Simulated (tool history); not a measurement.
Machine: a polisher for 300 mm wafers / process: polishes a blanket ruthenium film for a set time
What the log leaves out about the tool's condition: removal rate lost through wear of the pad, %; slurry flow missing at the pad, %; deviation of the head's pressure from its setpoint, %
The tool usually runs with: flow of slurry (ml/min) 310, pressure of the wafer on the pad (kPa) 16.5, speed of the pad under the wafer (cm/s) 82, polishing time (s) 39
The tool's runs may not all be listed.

| run | hour | flow of slurry (ml/min) | pressure of the wafer on the pad (kPa) | speed of the pad under the wafer (cm/s) | polishing time (s) | wafers since the last listed run | wafers polished on this pad | hours since the slurry nozzle was cleaned | hours since the head pressure was calibrated | incoming thickness of the incoming film, nm | film removed (Å) |
|---|---|---|---|---|---|---|---|---|---|---|---|
| 1 | 0.0 | 310 | 16.5 | 82 | 39 | 0 | 949 | 147.8 | 67.8 | 277.8 | 452 |
| 2 | 41.5 | 310 | 16.5 | 82 | 39 | 335 | 1285 | 189.3 | 109.3 | 281.2 | 454 |
|  | 49.0 | worn pad replaced by a new one |
| 3 | 110.8 | 310 | 16.5 | 82 | 39 | 528 | 500 | 258.6 | 178.6 | 278.3 | 455 |
| 4 | 146.7 | 310 | 16.5 | 82 | 39 | 290 | 790 | 294.5 | 214.5 | 274.7 | 448 |
| 5 | 198.7 | 310 | 16.5 | 82 | 39 | 420 | 1211 | 346.5 | 266.5 | 282.6 | 448 |
|  | 215.7 | worn pad replaced by a new one |
| 6 | 229.3 | 310 | 16.5 | 82 | 39 | 215 | 110 | 377.1 | 297.1 | 278.5 | 479 |
| 7 | 270.6 | 310 | 16.5 | 82 | 39 | 334 | 444 | 418.4 | 338.4 | 273.6 | 464 |
|  | 283.3 | head pressure recalibrated |
| 8 | 330.2 | 310 | 16.5 | 82 | 39 | 466 | 910 | 478.0 | 46.9 | 278.5 | 456 |
| 9 | 377.5 | 310 | 16.5 | 82 | 39 | 382 | 1293 | 525.3 | 94.2 | 283.3 | 448 |
|  | 394.9 | worn pad replaced by a new one |
| 10 | 412.7 | 380 | 20.0 | 82 | 44 | 252 | 144 | 560.5 | 129.4 | 274.0 | 634 |
| 11 | 474.2 | 310 | 16.5 | 82 | 39 | 497 | 641 | 622.0 | 190.9 | 277.9 | 456 |
|  | 555.9 | slurry nozzle cleaned |
|  | 588.3 | worn pad replaced by a new one |
|  | 616.6 | head pressure recalibrated |
| 12 | 627.8 | 310 | 16.5 | 82 | 39 | 1186 | 303 | 71.9 | 11.2 | 279.6 | 467 |
| 13 | 664.5 | 310 | 20.0 | 108 | 45 | 297 | 600 | 108.6 | 47.9 | 277.7 | 766 |
| 14 | 723.8 | 230 | 14.5 | 68 | 44 | 479 | 1080 | 167.9 | 107.2 | 280.2 | 386 |
|  | 762.5 | worn pad replaced by a new one |
| 15 | 792.1 | 310 | 16.5 | 82 | 39 | 520 | 239 | 236.2 | 175.5 | 279.6 | 477 |
| 16 | 818.0 | 200 | 16.5 | 82 | 48 | 209 | 449 | 262.1 | 201.4 | 283.0 | 544 |
| 17 | 873.1 | 310 | 14.5 | 72 | 39 | 445 | 895 | 317.2 | 256.5 | 276.3 | 377 |
| 18 | 913.0 | 310 | 20.7 | 82 | 48 | 322 | 1218 | 357.1 | 296.4 | 278.0 | 657 |

5 ways to go on from here, each from the tool as it stands after run 18. What would each give?
| A | 913.4 | 310 | 16.5 | 82 | 39 | 3 | 1221 | 357.5 | 296.8 | 280.9 | ? |
| B | 913.4 | 310 | 20.7 | 70 | 39 | 3 | 1221 | 357.5 | 296.8 | 280.9 | ? |
| C | 913.4 | 215 | 13.8 | 82 | 39 | 3 | 1221 | 357.5 | 296.8 | 280.9 | ? |
| D | 913.4 | 310 | 20.7 | 64 | 51 | 3 | 1221 | 357.5 | 296.8 | 280.9 | ? |
| E | 913.4 | 310 | 20.0 | 82 | 39 | 3 | 1221 | 357.5 | 296.8 | 280.9 | ? |

| run | film removed (Å) |
|---|---|
| A | 454 |
| B | 472 |
| C | 383 |
| D | 573 |
| E | 524 |
With no hidden state in the tool, these same runs would have given:
| run | film removed (Å) |
|---|---|
| A | 496 |
| B | 515 |
| C | 418 |
| D | 626 |
| E | 572 |
